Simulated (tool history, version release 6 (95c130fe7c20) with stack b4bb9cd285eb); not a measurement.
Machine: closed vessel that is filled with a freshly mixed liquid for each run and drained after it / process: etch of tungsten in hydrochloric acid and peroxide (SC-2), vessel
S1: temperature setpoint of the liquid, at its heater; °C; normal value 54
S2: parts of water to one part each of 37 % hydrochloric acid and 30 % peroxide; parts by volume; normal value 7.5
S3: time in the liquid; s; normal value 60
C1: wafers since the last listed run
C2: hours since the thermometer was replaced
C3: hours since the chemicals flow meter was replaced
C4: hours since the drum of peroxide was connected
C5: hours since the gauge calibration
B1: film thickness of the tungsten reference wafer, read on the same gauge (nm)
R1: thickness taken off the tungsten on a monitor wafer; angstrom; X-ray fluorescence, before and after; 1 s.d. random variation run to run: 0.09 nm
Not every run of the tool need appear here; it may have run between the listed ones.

Run 1, hour 0: usual settings; C1 0; C2 50.6; C3 1134.4; C4 226.7; C5 461.5; B1 71.84. Result: R1 130 angstrom.
Run 2, hour 57.9: usual settings; C1 7541; C2 108.5; C3 1192.3; C4 284.6; C5 519.4; B1 71.84. Result: R1 130.2 angstrom.
Run 3, hour 116.5: usual settings; C1 7632; C2 167.1; C3 1250.9; C4 343.2; C5 578; B1 71.95. Result: R1 130.4 angstrom.
At hour 124.2: gauge calibrated.
At hour 126.3: new drum of peroxide connected.
Run 4, hour 163.3: usual settings but S2 6 parts by volume; C1 5965; C2 213.9; C3 1297.7; C4 37; C5 39.1; B1 70.49. Result: R1 150.6 angstrom.
Run 5, hour 218.3: usual settings but S2 6 parts by volume; C1 7163; C2 268.9; C3 1352.7; C4 92; C5 94.1; B1 70.85. Result: R1 152.9 angstrom.
Run 6, hour 274.6: usual settings but S2 6 parts by volume; C1 7333; C2 325.2; C3 1409; C4 148.3; C5 150.4; B1 71.1. Result: R1 154 angstrom.
Run 7, hour 310.2: usual settings; C1 4636; C2 360.8; C3 1444.6; C4 183.9; C5 186; B1 71.23. Result: R1 128.7 angstrom.
Run 8, hour 373.9: usual settings; C1 8296; C2 424.5; C3 1508.3; C4 247.6; C5 249.7; B1 71.43. Result: R1 130.6 angstrom.
Run 9, hour 408.2: usual settings; C1 4467; C2 458.8; C3 1542.6; C4 281.9; C5 284; B1 71.62. Result: R1 129.3 angstrom.
At hour 463: chemicals flow meter replaced.
Run 10, hour 471.2: usual settings; C1 8075; C2 521.8; C3 8.2; C4 344.9; C5 347; B1 71.66. Result: R1 131.4 angstrom.
At hour 496.5: new drum of peroxide connected.
At hour 537.4: thermometer replaced.
Run 11, hour 574.6: usual settings; C1 13207; C2 37.2; C3 111.6; C4 78.1; C5 450.4; B1 71.85. Result: R1 130.8 angstrom.
Run 12, hour 604.9: usual settings but S3 40 s; C1 3946; C2 67.5; C3 141.9; C4 108.4; C5 480.7; B1 71.88. Result: R1 86.3 angstrom.
Run 13, hour 630.6: usual settings but S1 63.5 °C, S2 10.5 parts by volume, S3 70 s; C1 3347; C2 93.2; C3 167.6; C4 134.1; C5 506.4; B1 71.85. Result: R1 213.1 angstrom.
Run 14, hour 667.3: usual settings; C1 4780; C2 129.9; C3 204.3; C4 170.8; C5 543.1; B1 71.92. Result: R1 131.4 angstrom.
Run 15, hour 718.5: usual settings but S1 45 °C, S2 6.5 parts by volume, S3 30 s; C1 6668; C2 181.1; C3 255.5; C4 222; C5 594.3; B1 71.94. Result: R1 40.2 angstrom.
At hour 729.2: gauge calibrated.
At hour 845.8: new drum of peroxide connected.
Run 16, hour 908.9: usual settings but S1 50.5 °C; C1 24669; C2 371.5; C3 445.9; C4 63.1; C5 179.7; B1 71.24. Result: R1 101.7 angstrom.

The next listed run, before its measurement:
Run 17, hour 934: usual settings but S1 63.5 °C, S3 70 s; C1 3269; C2 396.6; C3 471; C4 88.2; C5 204.8; B1 ?. Result: R1 ?.

For run 17 the tool returned B1 71.29, R1 276 angstrom.
Take away the tool's hidden state, keep the run-to-run variation as it was, and the same run would have given R1 270.9 angstrom.
